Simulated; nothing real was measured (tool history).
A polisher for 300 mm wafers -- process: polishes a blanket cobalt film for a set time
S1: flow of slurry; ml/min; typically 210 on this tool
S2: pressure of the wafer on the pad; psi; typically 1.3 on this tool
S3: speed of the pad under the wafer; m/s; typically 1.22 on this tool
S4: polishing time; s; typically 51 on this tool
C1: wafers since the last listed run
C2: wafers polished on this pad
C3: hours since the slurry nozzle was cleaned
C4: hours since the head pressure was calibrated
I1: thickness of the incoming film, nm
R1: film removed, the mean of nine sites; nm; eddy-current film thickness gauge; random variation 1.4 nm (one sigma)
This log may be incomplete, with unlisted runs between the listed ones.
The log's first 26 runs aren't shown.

| run | hour | S1 | S2 | S3 | S4 | C1 | C2 | C3 | C4 | I1 | R1 |
|---|---|---|---|---|---|---|---|---|---|---|---|
| 27 | 616.1 | 210 | 1.3 | 1.38 | 51 | 356 | 1932 | 130.9 | 423.1 | 1263.9 | 227.3 |
| 28 | 628.5 | 210 | 1.3 | 1.22 | 44 | 166 | 2098 | 143.3 | 435.5 | 1284.1 | 175.7 |
| 29 | 660.8 | 230 | 1.3 | 0.96 | 38 | 433 | 2531 | 175.6 | 467.8 | 1272.8 | 118.3 |
| 30 | 694.7 | 210 | 1.5 | 1.58 | 51 | 454 | 2985 | 209.5 | 501.7 | 1296.5 | 284.0 |
| 31 | 709.0 | 210 | 1.3 | 1.02 | 44 | 191 | 3177 | 223.8 | 516.0 | 1281.4 | 143.5 |
|  | 742.0 | worn pad replaced by a new one |
|  | 743.7 | slurry nozzle cleaned |
| 32 | 744.6 | 255 | 1.0 | 1.22 | 65 | 410 | 21 | 0.9 | 551.6 | 1271.8 | 231.6 |
| 33 | 763.9 | 255 | 1.0 | 1.22 | 43 | 258 | 280 | 20.2 | 570.9 | 1276.6 | 153.3 |
| 34 | 849.7 | 210 | 1.8 | 0.96 | 59 | 1150 | 1430 | 106.0 | 656.7 | 1312.5 | 230.0 |
| 35 | 863.6 | 210 | 0.9 | 1.22 | 51 | 186 | 1616 | 119.9 | 670.6 | 1302.0 | 164.4 |
| 36 | 898.8 | 210 | 1.3 | 1.22 | 51 | 471 | 2088 | 155.1 | 705.8 | 1276.2 | 202.9 |
| 37 | 918.7 | 165 | 1.3 | 0.98 | 45 | 266 | 2355 | 175.0 | 725.7 | 1299.8 | 134.9 |

What if the next run were any one of these 4? Each begins from the tool's condition after run 37:
| A | 919.1 | 210 | 1.3 | 1.22 | 51 | 5 | 2360 | 175.4 | 726.1 | 1294.9 | ? |
| B | 919.1 | 160 | 1.0 | 1.22 | 40 | 5 | 2360 | 175.4 | 726.1 | 1294.9 | ? |
| C | 919.1 | 210 | 0.8 | 1.08 | 51 | 5 | 2360 | 175.4 | 726.1 | 1294.9 | ? |
| D | 919.1 | 160 | 1.1 | 1.50 | 35 | 5 | 2360 | 175.4 | 726.1 | 1294.9 | ? |

| run | R1 |
|---|---|
| A | 201.6 |
| B | 127.9 |
| C | 135.0 |
| D | 145.5 |
Take away the tool's hidden state, keep each run's random variation, and the runs would have read:
| run | R1 |
|---|---|
| A | 207.9 |
| B | 133.2 |
| C | 139.2 |
| D | 151.5 |

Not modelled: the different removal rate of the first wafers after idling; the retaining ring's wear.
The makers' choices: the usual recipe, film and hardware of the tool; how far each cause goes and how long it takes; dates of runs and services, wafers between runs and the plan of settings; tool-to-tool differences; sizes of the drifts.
